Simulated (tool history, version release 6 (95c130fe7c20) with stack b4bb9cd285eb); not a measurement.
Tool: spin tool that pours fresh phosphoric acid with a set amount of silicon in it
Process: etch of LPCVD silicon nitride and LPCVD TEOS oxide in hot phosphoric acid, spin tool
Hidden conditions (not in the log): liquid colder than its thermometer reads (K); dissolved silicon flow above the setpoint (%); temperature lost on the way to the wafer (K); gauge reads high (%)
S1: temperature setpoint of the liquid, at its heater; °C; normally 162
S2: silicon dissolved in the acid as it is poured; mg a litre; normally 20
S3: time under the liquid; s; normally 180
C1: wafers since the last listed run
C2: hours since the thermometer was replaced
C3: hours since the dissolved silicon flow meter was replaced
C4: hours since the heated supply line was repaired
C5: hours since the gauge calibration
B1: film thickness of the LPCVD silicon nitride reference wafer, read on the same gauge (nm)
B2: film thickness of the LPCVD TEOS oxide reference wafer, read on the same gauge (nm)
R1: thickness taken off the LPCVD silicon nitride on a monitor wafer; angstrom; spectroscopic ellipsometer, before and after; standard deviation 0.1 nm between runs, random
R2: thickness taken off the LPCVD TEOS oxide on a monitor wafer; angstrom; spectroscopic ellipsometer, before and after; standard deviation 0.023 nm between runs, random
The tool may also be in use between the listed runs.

run 1 hour=0 | S1=162.5 S2=20 S3=180 | C1=0 C2=663.9 C3=1447.5 C4=1017.3 C5=315.2 | B1=118.53 B2=49.396 | R1=162.4 R2=5.83
run 2 hour=24.2 | S1=162.5 S2=20 S3=180 | C1=222 C2=688.1 C3=1471.7 C4=1041.5 C5=339.4 | B1=118.4 B2=49.34 | R1=163.2 R2=5.39
run 3 hour=55.1 | S1=162 S2=29.5 S3=95 | C1=284 C2=719 C3=1502.6 C4=1072.4 C5=370.3 | B1=118.27 B2=49.286 | R1=84 R2=2.11
run 4 hour=96 | S1=162 S2=20 S3=180 | C1=376 C2=759.9 C3=1543.5 C4=1113.3 C5=411.2 | B1=118.09 B2=49.189 | R1=160.2 R2=5.72
run 5 hour=147.5 | S1=162 S2=20 S3=180 | C1=473 C2=811.4 C3=1595 C4=1164.8 C5=462.7 | B1=117.85 B2=49.116 | R1=159.5 R2=5.45
run 6 hour=192 | S1=162 S2=20 S3=260 | C1=409 C2=855.9 C3=1639.5 C4=1209.3 C5=507.2 | B1=117.64 B2=49.012 | R1=227.5 R2=7.69
run 7 hour=239.6 | S1=163 S2=20 S3=180 | C1=437 C2=903.5 C3=1687.1 C4=1256.9 C5=554.8 | B1=117.38 B2=48.942 | R1=164.8 R2=5.94
run 8 hour=268.1 | S1=162 S2=20 S3=180 | C1=262 C2=932 C3=1715.6 C4=1285.4 C5=583.3 | B1=117.23 B2=48.868 | R1=157.8 R2=5.51
run 9 hour=309.7 | S1=162 S2=20 S3=180 | C1=382 C2=973.6 C3=1757.2 C4=1327 C5=624.9 | B1=117.06 B2=48.773 | R1=159.5 R2=5.53
run 10 hour=348.4 | S1=163.5 S2=20 S3=180 | C1=355 C2=1012.3 C3=1795.9 C4=1365.7 C5=663.6 | B1=116.85 B2=48.685 | R1=166 R2=5.99
-- hour=384.9 gauge calibrated
run 11 hour=385.1 | S1=162 S2=20 S3=180 | C1=337 C2=1049 C3=1832.6 C4=1402.4 C5=0.2 | B1=120.31 B2=50.132 | R1=160.9 R2=5.45
run 12 hour=437.2 | S1=160 S2=20 S3=70 | C1=479 C2=1101.1 C3=1884.7 C4=1454.5 C5=52.3 | B1=120.03 B2=50.028 | R1=59.4 R2=2.06
-- hour=466.1 thermometer replaced
run 13 hour=476.3 | S1=162 S2=20 S3=180 | C1=350 C2=10.2 C3=1923.8 C4=1493.6 C5=91.4 | B1=119.86 B2=49.96 | R1=160.2 R2=5.25
-- hour=508.4 dissolved silicon flow meter replaced
run 14 hour=543.9 | S1=160 S2=6.5 S3=120 | C1=612 C2=77.8 C3=35.5 C4=1561.2 C5=159 | B1=119.53 B2=49.805 | R1=99.8 R2=4.56
-- hour=562.1 heated supply line repaired
run 15 hour=570.3 | S1=162 S2=27 S3=180 | C1=233 C2=104.2 C3=61.9 C4=8.2 C5=185.4 | B1=119.39 B2=49.757 | R1=161.4 R2=4.22
run 16 hour=606 | S1=162 S2=14.5 S3=85 | C1=328 C2=139.9 C3=97.6 C4=43.9 C5=221.1 | B1=119.25 B2=49.683 | R1=76.5 R2=2.99
run 17 hour=668.6 | S1=161 S2=26.5 S3=180 | C1=575 C2=202.5 C3=160.2 C4=106.5 C5=283.7 | B1=118.97 B2=49.541 | R1=155.6 R2=3.92

The next listed run, before its measurement:
run 18 hour=694.5 | S1=162 S2=12 S3=270 | C1=238 C2=228.4 C3=186.1 C4=132.4 C5=309.6 | B1=? B2=? | R1=? R2=?

Run 18 measured B1 118.83, B2 49.492, R1 240.1 angstrom, R2 10.3 angstrom.
Had the tool carried no hidden state, the very same run would have given R1 242.5 angstrom, R2 10.4 angstrom.
